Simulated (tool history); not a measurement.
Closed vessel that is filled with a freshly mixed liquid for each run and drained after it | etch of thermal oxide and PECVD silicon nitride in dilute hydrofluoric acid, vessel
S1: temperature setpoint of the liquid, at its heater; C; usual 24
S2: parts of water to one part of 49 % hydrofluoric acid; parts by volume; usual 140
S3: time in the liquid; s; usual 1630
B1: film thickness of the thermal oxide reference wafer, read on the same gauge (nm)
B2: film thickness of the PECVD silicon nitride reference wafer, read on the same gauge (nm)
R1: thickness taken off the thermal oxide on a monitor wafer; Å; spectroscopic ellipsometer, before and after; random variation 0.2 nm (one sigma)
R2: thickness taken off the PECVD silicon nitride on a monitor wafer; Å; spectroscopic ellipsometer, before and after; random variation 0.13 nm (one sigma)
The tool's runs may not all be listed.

{"run": 1, "hour": 0.0, "S1": 24, "S2": 120, "S3": 1630, "B1": 110, "B2": 40, "R1": 678.6, "R2": 301}
{"run": 2, "hour": 29.0, "S1": 24, "S2": 120, "S3": 1630, "B1": 110.01, "B2": 39.98, "R1": 689.4, "R2": 303}
{"run": 3, "hour": 46.4, "S1": 24, "S2": 120, "S3": 1630, "B1": 109.99, "B2": 40.01, "R1": 690.8, "R2": 306.3}
{"run": 4, "hour": 76.5, "S1": 24, "S2": 140, "S3": 1630, "B1": 109.99, "B2": 40.01, "R1": 578.9, "R2": 264.5}
{"run": 5, "hour": 97.8, "S1": 24, "S2": 180, "S3": 940, "B1": 110, "B2": 40.02, "R1": 247.7, "R2": 116.7}
{"run": 6, "hour": 118.8, "S1": 24, "S2": 180, "S3": 940, "B1": 110.02, "B2": 39.98, "R1": 249.8, "R2": 118.4}
{"run": 7, "hour": 150.5, "S1": 24, "S2": 180, "S3": 940, "B1": 110.01, "B2": 39.98, "R1": 250.6, "R2": 120.1}
{"hour": 154.2, "done": "thermometer replaced"}
{"run": 8, "hour": 229.5, "S1": 24, "S2": 140, "S3": 1630, "B1": 110.01, "B2": 39.99, "R1": 533.8, "R2": 228.9}
{"hour": 241.5, "done": "hydrofluoric acid flow meter replaced"}
{"hour": 262.7, "done": "gauge calibrated"}
{"run": 9, "hour": 263.9, "S1": 20.5, "S2": 200, "S3": 1950, "B1": 109.99, "B2": 39.97, "R1": 348, "R2": 144.6}
{"run": 10, "hour": 283.1, "S1": 28, "S2": 110, "S3": 1630, "B1": 109.95, "B2": 40.04, "R1": 778.5, "R2": 356.4}
{"run": 11, "hour": 312.4, "S1": 24, "S2": 140, "S3": 1630, "B1": 110, "B2": 40.01, "R1": 508.7, "R2": 216.2}
{"run": 12, "hour": 327.1, "S1": 24, "S2": 140, "S3": 1030, "B1": 110.02, "B2": 40.02, "R1": 320.9, "R2": 138.8}
{"run": 13, "hour": 355.4, "S1": 26, "S2": 75, "S3": 1630, "B1": 109.97, "B2": 40.02, "R1": 1123, "R2": 465.2}
{"run": 14, "hour": 381.1, "S1": 24, "S2": 180, "S3": 940, "B1": 109.99, "B2": 40.02, "R1": 222.2, "R2": 100.1}
{"run": 15, "hour": 398.3, "S1": 24, "S2": 140, "S3": 945, "B1": 110.05, "B2": 39.98, "R1": 298.3, "R2": 128.3}
{"run": 16, "hour": 432.2, "S1": 24, "S2": 205, "S3": 2005, "B1": 110, "B2": 40.01, "R1": 404.6, "R2": 187.3}
{"run": 17, "hour": 468.0, "S1": 26.5, "S2": 140, "S3": 2180, "B1": 109.97, "B2": 40, "R1": 765.3, "R2": 351}

Forecast each of these 3 alternatives for the next run:
{"run": "A", "hour": 469.1, "S1": 24, "S2": 195, "S3": 1630, "B1": "?", "B2": "?", "R1": "?", "R2": "?"}
{"run": "B", "hour": 469.1, "S1": 27.5, "S2": 165, "S3": 1010, "B1": "?", "B2": "?", "R1": "?", "R2": "?"}
{"run": "C", "hour": 469.1, "S1": 28.5, "S2": 165, "S3": 1630, "B1": "?", "B2": "?", "R1": "?", "R2": "?"}

run=A B1=110.01 B2=40 R1=353.1 R2=161.3
run=B B1=110.01 B2=40 R1=304.1 R2=147
run=C B1=110.01 B2=40 R1=508.8 R2=252.2
Without the tool's hidden state the same runs would have given:
run=A R1=333 R2=149.7
run=B R1=287.1 R2=136.5
run=C R1=480.4 R2=234.4

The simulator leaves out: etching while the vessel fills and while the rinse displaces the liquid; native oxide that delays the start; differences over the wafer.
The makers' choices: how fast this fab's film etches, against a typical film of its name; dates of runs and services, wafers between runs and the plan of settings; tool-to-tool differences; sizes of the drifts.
